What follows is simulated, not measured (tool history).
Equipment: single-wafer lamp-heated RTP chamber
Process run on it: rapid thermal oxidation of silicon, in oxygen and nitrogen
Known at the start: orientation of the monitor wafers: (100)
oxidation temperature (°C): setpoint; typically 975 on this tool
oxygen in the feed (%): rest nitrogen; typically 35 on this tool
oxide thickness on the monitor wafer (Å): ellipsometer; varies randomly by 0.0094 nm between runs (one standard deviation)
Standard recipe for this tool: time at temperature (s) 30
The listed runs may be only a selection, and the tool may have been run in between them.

run   hour  oxidation temperature (°C)  time at temperature (s)  oxygen in the feed (%)  wafers since the last listed run  wafers since the last pyrometer calibration  hours since the oxygen flow controller was replaced  hours since the gauge calibration  read-back reference wafer on the same gauge, thickness  oxide thickness on the monitor wafer (Å)
  1    0.0                         975                       38                      17                                 0                                         4045                                               5011.2                              125.5                                                   3.421                                     27.45
  2   25.5                         975                       38                      17                               235                                         4280                                               5036.7                              151.0                                                   3.421                                     27.64
  3   45.8                         975                       38                      17                               187                                         4468                                               5057.0                              171.3                                                   3.421                                     27.72
  4   64.2                         975                       35                      35                               169                                         4638                                               5075.4                              189.7                                                   3.424                                     30.90
  5   87.7                         975                       30                      35                               217                                         4855                                               5098.9                              213.2                                                   3.422                                     29.58
  6  113.8                         975                       30                      35                               241                                         5096                                               5125.0                              239.3                                                   3.417                                     29.45
  7  141.4                         975                       30                      35                               254                                         5351                                               5152.6                              266.9                                                   3.418                                     29.54
     148.5  -- gauge calibrated
  8  165.2                         975                       30                      17                               219                                         5571                                               5176.4                               16.7                                                   3.423                                     26.25
     176.1  -- pyrometer window cleaned and pyrometer calibrated
     205.8  -- oxygen flow controller replaced
  9  220.8                         951                       17                      45                               365                                          339                                                 15.0                               72.3                                                   3.422                                     24.53
 10  249.8                         975                       30                      35                               267                                          607                                                 44.0                              101.3                                                   3.421                                     29.50
 11  266.7                         975                       30                      44                               156                                          763                                                 60.9                              118.2                                                   3.418                                     31.04
 12  282.5                         975                       30                      35                               145                                          909                                                 76.7                              134.0                                                   3.419                                     29.52
 13  351.3                         947                       36                      60                               635                                         1544                                                145.5                              202.8                                                   3.419                                     30.41
 14  379.5                         946                       26                      35                               260                                         1804                                                173.7                              231.0                                                   3.419                                     25.70
 15  407.2                         987                       38                      50                               255                                         2060                                                201.4                              258.7                                                   3.419                                     36.90
     409.2  -- gauge calibrated
 16  438.9                         975                       30                      35                               292                                         2353                                                233.1                               29.7                                                   3.417                                     29.43

Forecast each of these 5 alternatives for the next run:
  A  439.3                         975                       30                      35                                 3                                         2357                                                233.5                               30.1                                                       ?                                         ?
  B  439.3                        1000                       34                      17                                 3                                         2357                                                233.5                               30.1                                                       ?                                         ?
  C  439.3                         990                       23                      35                                 3                                         2357                                                233.5                               30.1                                                       ?                                         ?
  D  439.3                         975                       34                      23                                 3                                         2357                                                233.5                               30.1                                                       ?                                         ?
  E  439.3                         953                       40                      52                                 3                                         2357                                                233.5                               30.1                                                       ?                                         ?

run  read-back reference wafer on the same gauge, thickness  oxide thickness on the monitor wafer (Å)
  A                                                   3.420                                     29.47
  B                                                   3.420                                     29.51
  C                                                   3.420                                     29.26
  D                                                   3.420                                     28.20
  E                                                   3.420                                     31.37
Without the tool's unlogged condition, the same runs would have read:
run  oxide thickness on the monitor wafer (Å)
  A                                     29.47
  B                                     29.51
  C                                     29.26
  D                                     28.20
  E                                     31.37
